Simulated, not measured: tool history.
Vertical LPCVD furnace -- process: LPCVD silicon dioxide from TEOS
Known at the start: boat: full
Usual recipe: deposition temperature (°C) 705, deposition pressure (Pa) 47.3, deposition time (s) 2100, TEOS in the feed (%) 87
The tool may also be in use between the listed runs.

run    hour  deposition temperature (°C)  deposition pressure (Pa)  deposition time (s)  TEOS in the feed (%)  read-back reference wafer on the same gauge, thickness  film thickness on the monitor wafer in the middle of the boat (nm)
  1     0.0                          705                      47.3                 2100                    87                                                  323.85                                                              356.80
  2    49.1                          705                      47.3                 2100                    75                                                  324.02                                                              331.71
       66.2  -- gauge calibrated
  3    77.0                          705                      47.3                 2100                    75                                                  324.00                                                              332.65
  4   124.2                          705                      47.3                 2100                    75                                                  324.05                                                              331.64
  5   174.7                          705                      47.3                 2100                    87                                                  324.08                                                              358.52
  6   381.1                          705                      47.3                 2100                    87                                                  324.00                                                              357.92
  7   428.0                          705                      42.0                 2100                    87                                                  323.98                                                              339.52
  8   468.1                          705                      42.0                 2100                    87                                                  323.95                                                              337.07
  9   510.9                          705                      42.0                 2100                    87                                                  324.00                                                              338.13
      535.1  -- TEOS flow controller replaced
 10   563.9                          697                      47.3                 2580                    87                                                  323.98                                                              364.56
 11   631.8                          705                      47.3                 2100                    87                                                  324.09                                                              358.48
      669.4  -- thermocouples replaced and temperature profile calibrated
 12   671.5                          705                      47.3                 2100                    87                                                  324.08                                                              350.73
      703.1  -- pressure gauge zeroed
 13   716.8                          705                      47.3                 2100                    87                                                  324.00                                                              343.88
 14   756.9                          697                      51.3                 2520                    87                                                  323.90                                                              357.50
 15   814.9                          705                      47.3                 2100                    87                                                  324.02                                                              343.77
 16   851.1                          705                      47.3                 2100                    87                                                  323.97                                                              345.85
 17   883.0                          705                      47.3                 2100                    80                                                  323.99                                                              330.86
      923.4  -- gauge calibrated
 18   959.5                          699                      36.0                 2100                    97                                                  324.06                                                              277.97
 19  1024.8                          705                      47.3                 2610                    87                                                  324.02                                                              431.34
 20  1052.3                          705                      47.3                 2100                    71                                                  323.91                                                              314.74
 21  1112.5                          697                      47.3                 2580                    87                                                  323.85                                                              355.51
 22  1175.4                          714                      47.3                 2100                    87                                                  324.01                                                              428.49

The next listed run, before its measurement:
 23  1239.6                          705                      47.3                 2100                    87                                                       ?                                                                   ?

read-back reference wafer on the same gauge, thickness: 323.95
film thickness on the monitor wafer in the middle of the boat (nm): 348.86
The same run, on a tool lacking any hidden state, would have yielded film thickness on the monitor wafer in the middle of the boat (nm) 343.17.
